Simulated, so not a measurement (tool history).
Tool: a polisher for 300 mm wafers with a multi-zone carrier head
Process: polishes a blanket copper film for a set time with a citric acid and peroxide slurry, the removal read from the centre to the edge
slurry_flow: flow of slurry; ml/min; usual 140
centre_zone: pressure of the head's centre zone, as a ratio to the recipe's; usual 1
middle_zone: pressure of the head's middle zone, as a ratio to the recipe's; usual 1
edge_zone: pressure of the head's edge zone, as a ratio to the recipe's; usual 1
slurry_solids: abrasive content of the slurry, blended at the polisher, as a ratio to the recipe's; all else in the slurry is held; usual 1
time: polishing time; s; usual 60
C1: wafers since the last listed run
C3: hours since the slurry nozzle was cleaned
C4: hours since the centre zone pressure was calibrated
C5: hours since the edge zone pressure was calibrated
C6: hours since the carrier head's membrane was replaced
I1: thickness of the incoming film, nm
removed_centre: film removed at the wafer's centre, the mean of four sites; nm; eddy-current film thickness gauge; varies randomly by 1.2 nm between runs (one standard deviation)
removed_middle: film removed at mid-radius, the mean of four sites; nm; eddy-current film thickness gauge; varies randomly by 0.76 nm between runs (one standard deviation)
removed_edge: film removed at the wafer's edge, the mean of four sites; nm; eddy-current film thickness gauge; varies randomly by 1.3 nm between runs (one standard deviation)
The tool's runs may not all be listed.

run 1 hour=0 | slurry_flow=140 centre_zone=1 middle_zone=1 edge_zone=1 slurry_solids=1 time=60 | C1=0 wafers_polished_on_this_pad=3 C3=348.2 C4=100.3 C5=1380.4 C6=3.7 | I1=942.6 | removed_centre=116.2 removed_middle=112.9 removed_edge=115.4
-- hour=2.9 edge zone pressure recalibrated
run 2 hour=7.5 | slurry_flow=140 centre_zone=1 middle_zone=1 edge_zone=1 slurry_solids=1 time=60 | C1=39 wafers_polished_on_this_pad=42 C3=355.7 C4=107.8 C5=4.6 C6=11.2 | I1=946.9 | removed_centre=117.5 removed_middle=113.6 removed_edge=116.3
run 3 hour=17.9 | slurry_flow=140 centre_zone=1 middle_zone=1 edge_zone=1 slurry_solids=1 time=60 | C1=74 wafers_polished_on_this_pad=116 C3=366.1 C4=118.2 C5=15 C6=21.6 | I1=933.8 | removed_centre=119.7 removed_middle=114.2 removed_edge=114.1
run 4 hour=31 | slurry_flow=180 centre_zone=0.89 middle_zone=1.09 edge_zone=1 slurry_solids=1 time=60 | C1=93 wafers_polished_on_this_pad=209 C3=379.2 C4=131.3 C5=28.1 C6=34.7 | I1=955.1 | removed_centre=110.4 removed_middle=125.2 removed_edge=114.9
-- hour=39.8 slurry nozzle cleaned
run 5 hour=48 | slurry_flow=140 centre_zone=1 middle_zone=1 edge_zone=1 slurry_solids=1 time=76 | C1=113 wafers_polished_on_this_pad=323 C3=8.2 C4=148.3 C5=45.1 C6=51.7 | I1=955.8 | removed_centre=147.9 removed_middle=142.8 removed_edge=146.7
run 6 hour=63.5 | slurry_flow=140 centre_zone=1 middle_zone=1 edge_zone=1 slurry_solids=1 time=60 | C1=110 wafers_polished_on_this_pad=434 C3=23.7 C4=163.8 C5=60.6 C6=67.2 | I1=933 | removed_centre=117.7 removed_middle=112.6 removed_edge=116.2
run 7 hour=91.1 | slurry_flow=120 centre_zone=0.93 middle_zone=1 edge_zone=1 slurry_solids=1.25 time=60 | C1=196 wafers_polished_on_this_pad=630 C3=51.3 C4=191.4 C5=88.2 C6=94.8 | I1=953.2 | removed_centre=111.1 removed_middle=116 removed_edge=119
run 8 hour=101.3 | slurry_flow=155 centre_zone=1 middle_zone=1 edge_zone=1 slurry_solids=1.15 time=67 | C1=72 wafers_polished_on_this_pad=703 C3=61.5 C4=201.6 C5=98.4 C6=105 | I1=936.9 | removed_centre=137.5 removed_middle=134.3 removed_edge=133.8
run 9 hour=114.2 | slurry_flow=140 centre_zone=1 middle_zone=1 edge_zone=1 slurry_solids=1 time=60 | C1=91 wafers_polished_on_this_pad=795 C3=74.4 C4=214.5 C5=111.3 C6=117.9 | I1=954 | removed_centre=117.2 removed_middle=113.6 removed_edge=115.7
run 10 hour=131.2 | slurry_flow=140 centre_zone=1.11 middle_zone=1 edge_zone=1 slurry_solids=1 time=60 | C1=121 wafers_polished_on_this_pad=916 C3=91.4 C4=231.5 C5=128.3 C6=134.9 | I1=947.6 | removed_centre=130.4 removed_middle=112.6 removed_edge=112.4
-- hour=142.7 worn pad replaced by a new one
run 11 hour=148.2 | slurry_flow=140 centre_zone=1 middle_zone=1 edge_zone=1.09 slurry_solids=1 time=60 | C1=92 wafers_polished_on_this_pad=39 C3=108.4 C4=248.5 C5=145.3 C6=151.9 | I1=938 | removed_centre=116.4 removed_middle=114.6 removed_edge=115.9
run 12 hour=163.1 | slurry_flow=120 centre_zone=1 middle_zone=1 edge_zone=1.09 slurry_solids=0.75 time=60 | C1=106 wafers_polished_on_this_pad=145 C3=123.3 C4=263.4 C5=160.2 C6=166.8 | I1=952.9 | removed_centre=109.7 removed_middle=104.1 removed_edge=110.6
run 13 hour=181.1 | slurry_flow=140 centre_zone=1 middle_zone=1 edge_zone=1 slurry_solids=1 time=60 | C1=128 wafers_polished_on_this_pad=273 C3=141.3 C4=281.4 C5=178.2 C6=184.8 | I1=928.5 | removed_centre=117.3 removed_middle=113.2 removed_edge=115.5
run 14 hour=204.9 | slurry_flow=140 centre_zone=1 middle_zone=0.89 edge_zone=0.92 slurry_solids=1 time=60 | C1=169 wafers_polished_on_this_pad=443 C3=165.1 C4=305.2 C5=202 C6=208.6 | I1=935.2 | removed_centre=115.2 removed_middle=103.2 removed_edge=108.8
run 15 hour=222.7 | slurry_flow=140 centre_zone=1.06 middle_zone=0.9 edge_zone=1 slurry_solids=1 time=77 | C1=126 wafers_polished_on_this_pad=569 C3=182.9 C4=323 C5=219.8 C6=226.4 | I1=945.7 | removed_centre=159 removed_middle=134.3 removed_edge=147.4
run 16 hour=239.4 | slurry_flow=140 centre_zone=1 middle_zone=1 edge_zone=1 slurry_solids=1 time=78 | C1=118 wafers_polished_on_this_pad=688 C3=199.6 C4=339.7 C5=236.5 C6=243.1 | I1=939.2 | removed_centre=154.7 removed_middle=147.5 removed_edge=149.2
run 17 hour=251.7 | slurry_flow=140 centre_zone=1 middle_zone=1.12 edge_zone=1.1 slurry_solids=0.75 time=60 | C1=87 wafers_polished_on_this_pad=776 C3=211.9 C4=352 C5=248.8 C6=255.4 | I1=925.5 | removed_centre=111.5 removed_middle=117.1 removed_edge=111.2
run 18 hour=266.3 | slurry_flow=140 centre_zone=0.9 middle_zone=1 edge_zone=0.92 slurry_solids=1 time=60 | C1=103 wafers_polished_on_this_pad=880 C3=226.5 C4=366.6 C5=263.4 C6=270 | I1=920.6 | removed_centre=106.6 removed_middle=114 removed_edge=109.6
run 19 hour=280.3 | slurry_flow=140 centre_zone=1 middle_zone=1 edge_zone=1 slurry_solids=0.75 time=48 | C1=99 wafers_polished_on_this_pad=980 C3=240.5 C4=380.6 C5=277.4 C6=284 | I1=938.3 | removed_centre=88.9 removed_middle=85.8 removed_edge=85.6
-- hour=286.7 worn pad replaced by a new one
run 20 hour=287.1 | slurry_flow=100 centre_zone=0.96 middle_zone=1 edge_zone=1 slurry_solids=1.3 time=43 | C1=19 wafers_polished_on_this_pad=2 C3=247.3 C4=387.4 C5=284.2 C6=290.8 | I1=941.8 | removed_centre=80.2 removed_middle=80.4 removed_edge=85.5
run 21 hour=295.4 | slurry_flow=170 centre_zone=0.9 middle_zone=1 edge_zone=1 slurry_solids=1 time=60 | C1=59 wafers_polished_on_this_pad=61 C3=255.6 C4=395.7 C5=292.5 C6=299.1 | I1=938.4 | removed_centre=111.8 removed_middle=117.3 removed_edge=115.4
run 22 hour=306.6 | slurry_flow=155 centre_zone=1 middle_zone=1.06 edge_zone=1 slurry_solids=1 time=60 | C1=79 wafers_polished_on_this_pad=141 C3=266.8 C4=406.9 C5=303.7 C6=310.3 | I1=928 | removed_centre=119.1 removed_middle=121.1 removed_edge=114.6
run 23 hour=319.4 | slurry_flow=140 centre_zone=1.12 middle_zone=0.93 edge_zone=1 slurry_solids=1 time=60 | C1=91 wafers_polished_on_this_pad=232 C3=279.6 C4=419.7 C5=316.5 C6=323.1 | I1=955.9 | removed_centre=131.4 removed_middle=105.3 removed_edge=112.9

Each row is a separate what-if for the run after 23, all from the same tool condition, not one after another. Results?
run A hour=319.8 | slurry_flow=140 centre_zone=1 middle_zone=1 edge_zone=1 slurry_solids=1 time=60 | C1=2 wafers_polished_on_this_pad=235 C3=280 C4=420.1 C5=316.9 C6=323.5 | I1=929.8 | removed_centre=? removed_middle=? removed_edge=?
run B hour=319.8 | slurry_flow=140 centre_zone=1 middle_zone=1 edge_zone=1 slurry_solids=0.7 time=60 | C1=2 wafers_polished_on_this_pad=235 C3=280 C4=420.1 C5=316.9 C6=323.5 | I1=929.8 | removed_centre=? removed_middle=? removed_edge=?
run C hour=319.8 | slurry_flow=140 centre_zone=1.12 middle_zone=1 edge_zone=0.92 slurry_solids=1 time=60 | C1=2 wafers_polished_on_this_pad=235 C3=280 C4=420.1 C5=316.9 C6=323.5 | I1=929.8 | removed_centre=? removed_middle=? removed_edge=?

run=A removed_centre=116.1 removed_middle=113.6 removed_edge=115.1
run=B removed_centre=107.8 removed_middle=105.5 removed_edge=106.9
run=C removed_centre=130.1 removed_middle=113.6 removed_edge=112.2
Had the tool no hidden state, the same runs would have come out as:
run=A removed_centre=116.1 removed_middle=113.6 removed_edge=115.1
run=B removed_centre=107.8 removed_middle=105.5 removed_edge=106.9
run=C removed_centre=130.1 removed_middle=113.6 removed_edge=112.2
